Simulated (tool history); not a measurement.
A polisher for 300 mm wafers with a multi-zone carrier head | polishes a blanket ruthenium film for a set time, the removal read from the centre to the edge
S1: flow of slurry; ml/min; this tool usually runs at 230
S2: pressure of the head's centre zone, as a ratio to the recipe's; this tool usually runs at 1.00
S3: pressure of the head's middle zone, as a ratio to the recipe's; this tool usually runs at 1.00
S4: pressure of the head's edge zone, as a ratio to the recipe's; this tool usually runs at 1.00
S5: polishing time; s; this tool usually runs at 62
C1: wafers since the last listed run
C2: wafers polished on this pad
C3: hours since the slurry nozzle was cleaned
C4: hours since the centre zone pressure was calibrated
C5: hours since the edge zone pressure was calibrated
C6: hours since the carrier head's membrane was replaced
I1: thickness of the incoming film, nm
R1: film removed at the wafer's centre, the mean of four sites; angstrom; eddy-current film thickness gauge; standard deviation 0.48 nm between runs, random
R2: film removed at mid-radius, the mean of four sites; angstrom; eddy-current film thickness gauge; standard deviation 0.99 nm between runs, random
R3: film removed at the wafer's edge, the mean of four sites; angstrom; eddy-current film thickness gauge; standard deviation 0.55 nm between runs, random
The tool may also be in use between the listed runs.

{"run": 1, "day": 0.0, "S1": 230, "S2": 1.0, "S3": 1.08, "S4": 0.93, "S5": 62, "C1": 0, "C2": 553, "C3": 380.9, "C4": 306.7, "C5": 1039.4, "C6": 530.0, "I1": 288.8, "R1": 701, "R2": 704, "R3": 640}
{"run": 2, "day": 1.55, "S1": 230, "S2": 1.0, "S3": 1.0, "S4": 1.0, "S5": 62, "C1": 221, "C2": 774, "C3": 418.1, "C4": 343.9, "C5": 1076.6, "C6": 567.2, "I1": 290.9, "R1": 702, "R2": 667, "R3": 654}
{"day": 1.817, "done": "carrier head's membrane replaced by a new one"}
{"run": 3, "day": 3.558, "S1": 230, "S2": 1.0, "S3": 1.0, "S4": 1.0, "S5": 62, "C1": 256, "C2": 1031, "C3": 466.3, "C4": 392.1, "C5": 1124.8, "C6": 41.8, "I1": 291.6, "R1": 704, "R2": 671, "R3": 653}
{"day": 6.05, "done": "edge zone pressure recalibrated"}
{"run": 4, "day": 6.15, "S1": 230, "S2": 1.0, "S3": 1.0, "S4": 1.0, "S5": 62, "C1": 357, "C2": 1389, "C3": 528.5, "C4": 454.3, "C5": 2.4, "C6": 104.0, "I1": 289.5, "R1": 683, "R2": 631, "R3": 635}
{"run": 5, "day": 7.258, "S1": 230, "S2": 1.04, "S3": 1.0, "S4": 1.0, "S5": 53, "C1": 158, "C2": 1547, "C3": 555.1, "C4": 480.9, "C5": 29.0, "C6": 130.6, "I1": 293.3, "R1": 616, "R2": 547, "R3": 541}
{"day": 8.167, "done": "slurry nozzle cleaned"}
{"run": 6, "day": 8.55, "S1": 155, "S2": 0.92, "S3": 1.0, "S4": 1.07, "S5": 42, "C1": 178, "C2": 1726, "C3": 9.2, "C4": 511.9, "C5": 60.0, "C6": 161.6, "I1": 284.8, "R1": 411, "R2": 413, "R3": 428}
{"run": 7, "day": 10.396, "S1": 205, "S2": 1.09, "S3": 1.12, "S4": 1.0, "S5": 62, "C1": 263, "C2": 1989, "C3": 53.5, "C4": 556.2, "C5": 104.3, "C6": 205.9, "I1": 292.0, "R1": 734, "R2": 682, "R3": 627}
{"run": 8, "day": 12.996, "S1": 230, "S2": 1.0, "S3": 1.0, "S4": 1.0, "S5": 62, "C1": 371, "C2": 2360, "C3": 115.9, "C4": 618.6, "C5": 166.7, "C6": 268.3, "I1": 289.0, "R1": 676, "R2": 640, "R3": 625}
{"day": 13.854, "done": "worn pad replaced by a new one"}
{"run": 9, "day": 15.204, "S1": 230, "S2": 1.0, "S3": 1.0, "S4": 1.0, "S5": 62, "C1": 291, "C2": 192, "C3": 168.9, "C4": 671.6, "C5": 219.7, "C6": 321.3, "I1": 295.2, "R1": 721, "R2": 692, "R3": 665}
{"run": 10, "day": 18.062, "S1": 270, "S2": 1.0, "S3": 1.07, "S4": 1.07, "S5": 62, "C1": 407, "C2": 600, "C3": 237.5, "C4": 740.2, "C5": 288.3, "C6": 389.9, "I1": 289.9, "R1": 717, "R2": 700, "R3": 682}
{"run": 11, "day": 20.754, "S1": 230, "S2": 1.0, "S3": 1.0, "S4": 1.0, "S5": 62, "C1": 384, "C2": 984, "C3": 302.1, "C4": 804.8, "C5": 352.9, "C6": 454.5, "I1": 286.8, "R1": 706, "R2": 669, "R3": 646}
{"run": 12, "day": 21.804, "S1": 230, "S2": 1.0, "S3": 1.0, "S4": 1.0, "S5": 62, "C1": 149, "C2": 1134, "C3": 327.3, "C4": 830.0, "C5": 378.1, "C6": 479.7, "I1": 290.4, "R1": 701, "R2": 655, "R3": 647}
{"day": 22.021, "done": "centre zone pressure recalibrated"}
{"run": 13, "day": 22.962, "S1": 230, "S2": 0.94, "S3": 1.0, "S4": 1.03, "S5": 62, "C1": 153, "C2": 1287, "C3": 355.1, "C4": 22.6, "C5": 405.9, "C6": 507.5, "I1": 293.8, "R1": 606, "R2": 654, "R3": 656}
{"day": 23.896, "done": "carrier head's membrane replaced by a new one"}
{"run": 14, "day": 24.646, "S1": 230, "S2": 1.0, "S3": 1.0, "S4": 1.0, "S5": 62, "C1": 210, "C2": 1498, "C3": 395.5, "C4": 63.0, "C5": 446.3, "C6": 18.0, "I1": 289.4, "R1": 641, "R2": 643, "R3": 634}
{"run": 15, "day": 27.604, "S1": 170, "S2": 1.08, "S3": 1.06, "S4": 1.0, "S5": 62, "C1": 422, "C2": 1920, "C3": 466.5, "C4": 134.0, "C5": 517.3, "C6": 89.0, "I1": 289.0, "R1": 671, "R2": 646, "R3": 619}
{"day": 27.758, "done": "slurry nozzle cleaned"}
{"day": 29.517, "done": "worn pad replaced by a new one"}
{"run": 16, "day": 30.167, "S1": 230, "S2": 1.0, "S3": 0.96, "S4": 0.91, "S5": 69, "C1": 335, "C2": 92, "C3": 57.8, "C4": 195.5, "C5": 578.8, "C6": 150.5, "I1": 290.5, "R1": 765, "R2": 735, "R3": 703}
{"run": 17, "day": 32.262, "S1": 230, "S2": 1.08, "S3": 1.0, "S4": 0.94, "S5": 62, "C1": 299, "C2": 391, "C3": 108.1, "C4": 245.8, "C5": 629.1, "C6": 200.8, "I1": 293.1, "R1": 752, "R2": 672, "R3": 638}
{"run": 18, "day": 39.708, "S1": 230, "S2": 1.0, "S3": 1.0, "S4": 1.07, "S5": 62, "C1": 1062, "C2": 1454, "C3": 286.8, "C4": 424.5, "C5": 807.8, "C6": 379.5, "I1": 287.5, "R1": 686, "R2": 646, "R3": 654}
{"run": 19, "day": 42.133, "S1": 230, "S2": 1.0, "S3": 1.0, "S4": 1.09, "S5": 62, "C1": 346, "C2": 1800, "C3": 345.0, "C4": 482.7, "C5": 866.0, "C6": 437.7, "I1": 289.0, "R1": 672, "R2": 637, "R3": 653}
{"run": 20, "day": 44.438, "S1": 230, "S2": 1.0, "S3": 1.0, "S4": 1.0, "S5": 62, "C1": 328, "C2": 2129, "C3": 400.3, "C4": 538.0, "C5": 921.3, "C6": 493.0, "I1": 291.1, "R1": 668, "R2": 636, "R3": 622}
{"day": 45.283, "done": "carrier head's membrane replaced by a new one"}
{"run": 21, "day": 46.55, "S1": 305, "S2": 1.0, "S3": 1.04, "S4": 0.96, "S5": 42, "C1": 271, "C2": 2401, "C3": 451.0, "C4": 588.7, "C5": 972.0, "C6": 30.4, "I1": 286.1, "R1": 465, "R2": 446, "R3": 420}
{"day": 47.454, "done": "worn pad replaced by a new one"}
{"day": 47.596, "done": "slurry nozzle cleaned"}
{"run": 22, "day": 47.704, "S1": 200, "S2": 1.0, "S3": 1.12, "S4": 1.0, "S5": 62, "C1": 134, "C2": 29, "C3": 2.6, "C4": 616.4, "C5": 999.7, "C6": 58.1, "I1": 293.4, "R1": 709, "R2": 705, "R3": 648}
{"run": 23, "day": 52.925, "S1": 230, "S2": 0.92, "S3": 1.0, "S4": 1.0, "S5": 62, "C1": 745, "C2": 774, "C3": 127.9, "C4": 741.7, "C5": 1125.0, "C6": 183.4, "I1": 293.0, "R1": 640, "R2": 668, "R3": 658}

Hidden state or all else? Some run-to-run changes of R1, split into what the settings, what came in and random variation would give without the hidden state, and what is left for the hidden state (with any gauge scatter that isn't in both results):
Unlogged tool condition in this case: removal rate lost through wear of the pad, %; slurry flow missing at the pad, %; deviation of the centre zone's pressure from its setpoint, %; deviation of the edge zone's pressure from its setpoint, %.
Run 6 -> 7: S1 155 -> 205, S2 0.92 -> 1.09, S3 1.00 -> 1.12, S4 1.07 -> 1.00, S5 42 -> 62. R1 +323 angstrom: hidden state +5, all else +318.
Run 12 -> 13: S2 1.00 -> 0.94, S4 1.00 -> 1.03, centre zone pressure recalibrated. R1 -95 angstrom: hidden state -64, all else -31.
Run 21 -> 22: S1 305 -> 200, S3 1.04 -> 1.12, S4 0.96 -> 1.00, S5 42 -> 62, worn pad replaced by a new one, slurry nozzle cleaned. R1 +244 angstrom: hidden state +48, all else +196.
